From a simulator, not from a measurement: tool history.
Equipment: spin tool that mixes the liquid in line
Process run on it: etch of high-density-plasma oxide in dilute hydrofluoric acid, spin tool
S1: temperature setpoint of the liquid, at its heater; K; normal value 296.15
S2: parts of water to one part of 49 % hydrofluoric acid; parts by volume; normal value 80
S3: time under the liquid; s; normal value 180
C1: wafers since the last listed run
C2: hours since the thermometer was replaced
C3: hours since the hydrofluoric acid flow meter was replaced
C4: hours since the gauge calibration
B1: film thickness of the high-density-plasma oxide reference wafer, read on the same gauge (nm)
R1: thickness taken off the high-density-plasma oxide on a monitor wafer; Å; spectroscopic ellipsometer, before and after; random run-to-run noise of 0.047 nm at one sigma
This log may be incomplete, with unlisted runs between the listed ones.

| run | day | S1 | S2 | S3 | C1 | C2 | C3 | C4 | B1 | R1 |
|---|---|---|---|---|---|---|---|---|---|---|
| 1 | 0 | 296.15 | 110 | 180 | 0 | 627.7 | 80.9 | 1131.5 | 100 | 72.8 |
| 2 | 2.383 | 296.15 | 110 | 180 | 292 | 684.9 | 138.1 | 1188.7 | 100.05 | 73 |
| 3 | 5.042 | 296.15 | 110 | 180 | 326 | 748.7 | 201.9 | 1252.5 | 99.96 | 72.9 |
| 4 | 7.804 | 296.15 | 80 | 180 | 339 | 815 | 268.2 | 1318.8 | 100 | 103.9 |
| 5 | 10.875 | 296.15 | 80 | 180 | 377 | 888.7 | 341.9 | 1392.5 | 99.98 | 102.8 |
| 6 | 13.871 | 296.15 | 80 | 180 | 368 | 960.6 | 413.8 | 1464.4 | 100.02 | 102.1 |
| 7 | 18.292 | 298.15 | 80 | 180 | 543 | 1066.7 | 519.9 | 1570.5 | 100.04 | 110.5 |
| 8 | 20.562 | 296.15 | 80 | 230 | 279 | 1121.2 | 574.4 | 1625 | 100.02 | 130.2 |
|  | 22.025 | thermometer replaced |
| 9 | 24.038 | 296.15 | 80 | 230 | 421 | 48.3 | 657.8 | 1708.4 | 100.01 | 136.7 |
| 10 | 27.608 | 296.15 | 70 | 180 | 438 | 134 | 743.5 | 1794.1 | 99.98 | 123.9 |
|  | 32.054 | hydrofluoric acid flow meter replaced |
| 11 | 39.842 | 299.15 | 80 | 180 | 1498 | 427.6 | 186.9 | 2087.7 | 100.01 | 118.6 |
| 12 | 42.262 | 296.15 | 80 | 180 | 297 | 485.7 | 245 | 2145.8 | 99.96 | 104.6 |
| 13 | 44.971 | 296.15 | 80 | 180 | 332 | 550.7 | 310 | 2210.8 | 100.03 | 105.1 |
| 14 | 47.696 | 296.15 | 80 | 105 | 334 | 616.1 | 375.4 | 2276.2 | 99.99 | 61 |
| 15 | 51.938 | 296.15 | 90 | 150 | 521 | 717.9 | 477.2 | 2378 | 100.02 | 75.3 |
| 16 | 54.796 | 296.15 | 95 | 210 | 351 | 786.5 | 545.8 | 2446.6 | 100.01 | 99.1 |
| 17 | 57.767 | 296.15 | 80 | 85 | 365 | 857.8 | 617.1 | 2517.9 | 99.99 | 48.2 |
| 18 | 61.908 | 296.15 | 65 | 180 | 508 | 957.2 | 716.5 | 2617.3 | 100.01 | 128.3 |
| 19 | 64.592 | 296.15 | 45 | 180 | 329 | 1021.6 | 780.9 | 2681.7 | 100.01 | 188.7 |
| 20 | 68.512 | 294.15 | 60 | 180 | 481 | 1115.7 | 875 | 2775.8 | 99.97 | 127.3 |
|  | 69.392 | hydrofluoric acid flow meter replaced |
|  | 69.946 | thermometer replaced |
| 21 | 72.721 | 296.15 | 80 | 180 | 506 | 66.6 | 79.9 | 2876.8 | 99.99 | 106.2 |
|  | 76.171 | gauge calibrated |
| 22 | 83.362 | 294.65 | 80 | 180 | 1307 | 322 | 335.3 | 172.6 | 100.02 | 99 |
| 23 | 86.221 | 294.65 | 50 | 90 | 351 | 390.6 | 403.9 | 241.2 | 100 | 82 |
| 24 | 99.021 | 296.15 | 115 | 180 | 1572 | 697.8 | 711.1 | 548.4 | 99.99 | 69 |
| 25 | 102.454 | 297.65 | 50 | 215 | 421 | 780.2 | 793.5 | 630.8 | 100.05 | 219 |
| 26 | 104.488 | 292.15 | 90 | 235 | 249 | 829 | 842.3 | 679.6 | 100 | 100 |
| 27 | 107.071 | 296.15 | 80 | 180 | 317 | 891 | 904.3 | 741.6 | 99.98 | 102.6 |
|  | 107.188 | hydrofluoric acid flow meter replaced |
| 28 | 108.921 | 296.15 | 80 | 180 | 222 | 935.4 | 41.6 | 786 | 99.98 | 102.4 |

Branching from run 28: 4 alternative next runs. What would each branch give?
| A | 108.942 | 296.15 | 80 | 180 | 2 | 935.9 | 42.1 | 786.5 | ? | ? |
| B | 108.942 | 291.65 | 80 | 180 | 2 | 935.9 | 42.1 | 786.5 | ? | ? |
| C | 108.942 | 293.15 | 95 | 225 | 2 | 935.9 | 42.1 | 786.5 | ? | ? |
| D | 108.942 | 296.15 | 70 | 230 | 2 | 935.9 | 42.1 | 786.5 | ? | ? |

| run | B1 | R1 |
|---|---|---|
| A | 100 | 102.7 |
| B | 100 | 85.1 |
| C | 100 | 93.9 |
| D | 100 | 151.8 |
What these runs would have given with no unlogged condition in the tool:
| run | R1 |
|---|---|
| A | 107.8 |
| B | 89.5 |
| C | 98.7 |
| D | 159.5 |
